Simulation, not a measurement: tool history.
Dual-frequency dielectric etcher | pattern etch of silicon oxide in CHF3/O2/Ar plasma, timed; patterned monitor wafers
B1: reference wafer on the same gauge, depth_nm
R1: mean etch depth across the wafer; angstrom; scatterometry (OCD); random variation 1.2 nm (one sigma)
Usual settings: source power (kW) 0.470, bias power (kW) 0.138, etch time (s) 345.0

run 1 hour=0.0 | source_power_(kW)=0.400 bias_power_(kW)=0.138 etch_time_(s)=345.0 | B1=496.0 | R1=5563
run 2 hour=45.9 | source_power_(kW)=0.470 bias_power_(kW)=0.138 etch_time_(s)=345.0 | B1=496.0 | R1=5749
run 3 hour=109.6 | source_power_(kW)=0.470 bias_power_(kW)=0.138 etch_time_(s)=345.0 | B1=496.1 | R1=5744
run 4 hour=148.5 | source_power_(kW)=0.470 bias_power_(kW)=0.138 etch_time_(s)=345.0 | B1=496.0 | R1=5762
run 5 hour=194.3 | source_power_(kW)=0.470 bias_power_(kW)=0.138 etch_time_(s)=345.0 | B1=495.9 | R1=5753
-- hour=225.2 upper electrode replaced
run 6 hour=250.1 | source_power_(kW)=0.470 bias_power_(kW)=0.138 etch_time_(s)=345.0 | B1=496.1 | R1=5762
run 7 hour=289.6 | source_power_(kW)=0.370 bias_power_(kW)=0.138 etch_time_(s)=345.0 | B1=496.0 | R1=5485
run 8 hour=351.2 | source_power_(kW)=0.470 bias_power_(kW)=0.138 etch_time_(s)=345.0 | B1=495.9 | R1=5741
-- hour=365.7 gauge calibrated
run 9 hour=404.6 | source_power_(kW)=0.520 bias_power_(kW)=0.138 etch_time_(s)=345.0 | B1=496.1 | R1=5883
-- hour=436.0 wet clean of the chamber
run 10 hour=461.0 | source_power_(kW)=0.470 bias_power_(kW)=0.138 etch_time_(s)=345.0 | B1=496.1 | R1=5751
-- hour=488.7 bias power generator calibrated
run 11 hour=497.2 | source_power_(kW)=0.470 bias_power_(kW)=0.160 etch_time_(s)=394.5 | B1=496.1 | R1=6722
run 12 hour=560.9 | source_power_(kW)=0.470 bias_power_(kW)=0.138 etch_time_(s)=345.0 | B1=496.0 | R1=5682
-- hour=565.9 source power generator calibrated
run 13 hour=623.9 | source_power_(kW)=0.470 bias_power_(kW)=0.138 etch_time_(s)=345.0 | B1=496.0 | R1=5786
run 14 hour=682.8 | source_power_(kW)=0.470 bias_power_(kW)=0.138 etch_time_(s)=345.0 | B1=495.9 | R1=5773
run 15 hour=731.6 | source_power_(kW)=0.470 bias_power_(kW)=0.138 etch_time_(s)=414.0 | B1=496.0 | R1=6896
run 16 hour=785.1 | source_power_(kW)=0.420 bias_power_(kW)=0.127 etch_time_(s)=269.0 | B1=496.2 | R1=4314
-- hour=833.3 wet clean of the chamber
run 17 hour=833.8 | source_power_(kW)=0.470 bias_power_(kW)=0.111 etch_time_(s)=345.0 | B1=496.1 | R1=5508
run 18 hour=897.6 | source_power_(kW)=0.530 bias_power_(kW)=0.157 etch_time_(s)=345.0 | B1=496.0 | R1=6116
run 19 hour=933.6 | source_power_(kW)=0.550 bias_power_(kW)=0.104 etch_time_(s)=286.0 | B1=496.0 | R1=4696
run 20 hour=990.2 | source_power_(kW)=0.570 bias_power_(kW)=0.138 etch_time_(s)=250.5 | B1=496.0 | R1=4385
run 21 hour=1044.2 | source_power_(kW)=0.470 bias_power_(kW)=0.138 etch_time_(s)=422.0 | B1=496.0 | R1=7078
run 22 hour=1071.1 | source_power_(kW)=0.570 bias_power_(kW)=0.138 etch_time_(s)=345.0 | B1=496.1 | R1=6033
run 23 hour=1104.2 | source_power_(kW)=0.470 bias_power_(kW)=0.152 etch_time_(s)=261.0 | B1=495.8 | R1=4447
run 24 hour=1147.9 | source_power_(kW)=0.470 bias_power_(kW)=0.138 etch_time_(s)=392.0 | B1=496.1 | R1=6554
run 25 hour=1173.8 | source_power_(kW)=0.470 bias_power_(kW)=0.158 etch_time_(s)=345.0 | B1=495.7 | R1=5961
run 26 hour=1225.9 | source_power_(kW)=0.470 bias_power_(kW)=0.138 etch_time_(s)=345.0 | B1=495.9 | R1=5767
-- hour=1303.9 wet clean of the chamber
run 27 hour=1304.4 | source_power_(kW)=0.470 bias_power_(kW)=0.138 etch_time_(s)=345.0 | B1=495.9 | R1=5771
run 28 hour=1320.0 | source_power_(kW)=0.390 bias_power_(kW)=0.162 etch_time_(s)=345.0 | B1=496.0 | R1=5747
run 29 hour=1344.4 | source_power_(kW)=0.470 bias_power_(kW)=0.171 etch_time_(s)=345.0 | B1=496.1 | R1=6082

Hidden state or all else? Some run-to-run changes of R1, split into what the settings, what came in and random variation would give without the hidden state, and what is left for the hidden state (with any gauge scatter that isn't in both results):
The hidden state here: etch rate over this chamber's usual, %; source power that arrives over what is set, %; bias power that arrives over what is set, %; gauge reads high (%).
Run 10 -> 11: bias power (kW) 0.138 -> 0.160, etch time (s) 345.0 -> 394.5, bias power generator calibrated. R1 +971 angstrom: hidden state -78, all else +1049.
Run 12 -> 13: source power generator calibrated. R1 +104 angstrom: hidden state +73, all else +31.
Run 15 -> 16: source power (kW) 0.470 -> 0.420, bias power (kW) 0.138 -> 0.127, etch time (s) 414.0 -> 269.0. R1 -2582 angstrom: hidden state -1, all else -2581.
Run 20 -> 21: source power (kW) 0.570 -> 0.470, etch time (s) 250.5 -> 422.0. R1 +2693 angstrom: hidden state +6, all else +2687.

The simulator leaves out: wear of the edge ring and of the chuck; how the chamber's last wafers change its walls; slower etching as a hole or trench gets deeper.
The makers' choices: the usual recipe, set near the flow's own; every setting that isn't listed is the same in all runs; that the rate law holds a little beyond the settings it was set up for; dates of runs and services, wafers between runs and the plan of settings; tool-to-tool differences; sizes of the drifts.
